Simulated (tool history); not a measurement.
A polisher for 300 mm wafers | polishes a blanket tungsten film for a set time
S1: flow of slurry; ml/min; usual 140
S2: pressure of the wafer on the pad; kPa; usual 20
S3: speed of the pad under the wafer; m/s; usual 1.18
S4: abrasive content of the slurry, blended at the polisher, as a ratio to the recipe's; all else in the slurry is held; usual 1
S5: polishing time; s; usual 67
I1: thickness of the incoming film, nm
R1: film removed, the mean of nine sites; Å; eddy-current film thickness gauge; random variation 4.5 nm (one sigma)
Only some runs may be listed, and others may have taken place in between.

run 1 hour=0 | S1=140 S2=20 S3=1.08 S4=1 S5=67 | I1=1198.2 | R1=2760
run 2 hour=79.7 | S1=140 S2=20 S3=1.18 S4=1 S5=67 | I1=1203.6 | R1=2994
run 3 hour=117.4 | S1=140 S2=20 S3=1.18 S4=1 S5=67 | I1=1196.1 | R1=3022
run 4 hour=197.2 | S1=140 S2=20 S3=1.18 S4=1 S5=67 | I1=1207.5 | R1=3027
run 5 hour=258 | S1=140 S2=20 S3=1.18 S4=1 S5=67 | I1=1191.9 | R1=2935
run 6 hour=330.6 | S1=140 S2=20 S3=1.18 S4=1 S5=67 | I1=1202.6 | R1=2859
run 7 hour=434.8 | S1=140 S2=18.6 S3=1.18 S4=1 S5=67 | I1=1199.2 | R1=3181
run 8 hour=533.3 | S1=140 S2=20 S3=1.18 S4=1 S5=67 | I1=1212 | R1=3399
run 9 hour=611.3 | S1=140 S2=20 S3=1.18 S4=1 S5=67 | I1=1194 | R1=3311
run 10 hour=711.7 | S1=140 S2=20 S3=1.18 S4=1 S5=67 | I1=1214.6 | R1=3257
run 11 hour=790.9 | S1=140 S2=20 S3=1.18 S4=0.8 S5=45 | I1=1183.8 | R1=2061
run 12 hour=898.5 | S1=160 S2=20 S3=1.18 S4=1 S5=67 | I1=1192.5 | R1=3477
run 13 hour=1002.1 | S1=140 S2=22.8 S3=1.18 S4=1 S5=67 | I1=1199.2 | R1=3800
run 14 hour=1079.9 | S1=140 S2=17.9 S3=0.8 S4=1 S5=81 | I1=1211.6 | R1=2522
run 15 hour=1122.3 | S1=170 S2=20 S3=1.18 S4=0.75 S5=74 | I1=1186.3 | R1=3514
run 16 hour=1185.6 | S1=140 S2=14.5 S3=1.18 S4=1 S5=67 | I1=1177.8 | R1=2504
run 17 hour=1225.6 | S1=140 S2=25.5 S3=0.94 S4=1 S5=67 | I1=1192.6 | R1=3272
run 18 hour=1263.7 | S1=115 S2=20 S3=1.18 S4=1.25 S5=87 | I1=1196.4 | R1=4418
run 19 hour=1323.7 | S1=165 S2=20 S3=1.54 S4=1 S5=67 | I1=1196.8 | R1=4476
run 20 hour=1422.7 | S1=140 S2=20 S3=0.82 S4=1 S5=51 | I1=1194.8 | R1=1785
run 21 hour=1493.3 | S1=140 S2=22.8 S3=1.18 S4=1 S5=67 | I1=1222.1 | R1=3745
run 22 hour=1559.2 | S1=140 S2=20 S3=1.18 S4=0.9 S5=88 | I1=1206.3 | R1=4198
run 23 hour=1622.3 | S1=160 S2=15.2 S3=1.18 S4=1.15 S5=67 | I1=1206.6 | R1=2758
run 24 hour=1665 | S1=140 S2=18.6 S3=1.18 S4=1 S5=67 | I1=1217.6 | R1=3064
run 25 hour=1746.4 | S1=140 S2=20 S3=1.18 S4=1 S5=67 | I1=1210 | R1=3405
run 26 hour=1852.7 | S1=140 S2=20 S3=1.18 S4=1 S5=67 | I1=1198.1 | R1=3390

Taken out of this log: 17 entries between the listed runs. Where each belongs, and how the hidden state differs across it:
After run 4, before run 5: slurry blender recalibrated (hour 247.2); slurry tank refilled with fresh slurry and peroxide (hour 252.3)
  removal rate lost through wear of the pad, %: 12.9 -> 13.9
  measured minus no-state result, R1: -448 -> -473 Å
After run 5, before run 6: head pressure recalibrated (hour 273.9); slurry nozzle cleaned (hour 277.6)
  removal rate lost through wear of the pad, %: 13.9 -> 15.3
  measured minus no-state result, R1: -473 -> -515 Å
After run 6, before run 7: worn pad replaced by a new one, repeated, since the last time left the tool worse (hour 354.4)
  removal rate lost through wear of the pad, %: 15.3 -> 0.447
  measured minus no-state result, R1: -515 -> -14 Å
After run 10, before run 11: slurry blender recalibrated (hour 746.3); slurry nozzle cleaned (hour 750.3)
  removal rate lost through wear of the pad, %: 2.95 -> 4.25
  measured minus no-state result, R1: -100 -> -91 Å
After run 11, before run 12: slurry tank refilled with fresh slurry and peroxide (hour 804.8); worn pad replaced by a new one (hour 808.3)
  removal rate lost through wear of the pad, %: 4.25 -> 0.261
  measured minus no-state result, R1: -91 -> -9 Å
After run 16, before run 17: slurry blender recalibrated (hour 1215)
  removal rate lost through wear of the pad, %: 3.04 -> 3.7
  measured minus no-state result, R1: -78 -> -125 Å
After run 17, before run 18: worn pad replaced by a new one (hour 1258.8)
  removal rate lost through wear of the pad, %: 3.7 -> 1.07
  measured minus no-state result, R1: -125 -> -48 Å
After run 18, before run 19: slurry nozzle cleaned (hour 1306.9)
  removal rate lost through wear of the pad, %: 1.07 -> 1.16
  measured minus no-state result, R1: -48 -> -53 Å
After run 19, before run 20: slurry tank refilled with fresh slurry and peroxide (hour 1325.1); head pressure recalibrated (hour 1351.4)
  removal rate lost through wear of the pad, %: 1.16 -> 1.63
  measured minus no-state result, R1: -53 -> -30 Å
After run 23, before run 24: slurry blender recalibrated (hour 1655.3)
  removal rate lost through wear of the pad, %: 3.8 -> 4.48
  measured minus no-state result, R1: -109 -> -144 Å
After run 24, before run 25: worn pad replaced by a new one (hour 1685.9)
  removal rate lost through wear of the pad, %: 4.48 -> 0.751
  measured minus no-state result, R1: -144 -> -26 Å
After run 25, before run 26: slurry nozzle cleaned (hour 1774.2)
  removal rate lost through wear of the pad, %: 0.751 -> 1.25
  measured minus no-state result, R1: -26 -> -43 Å
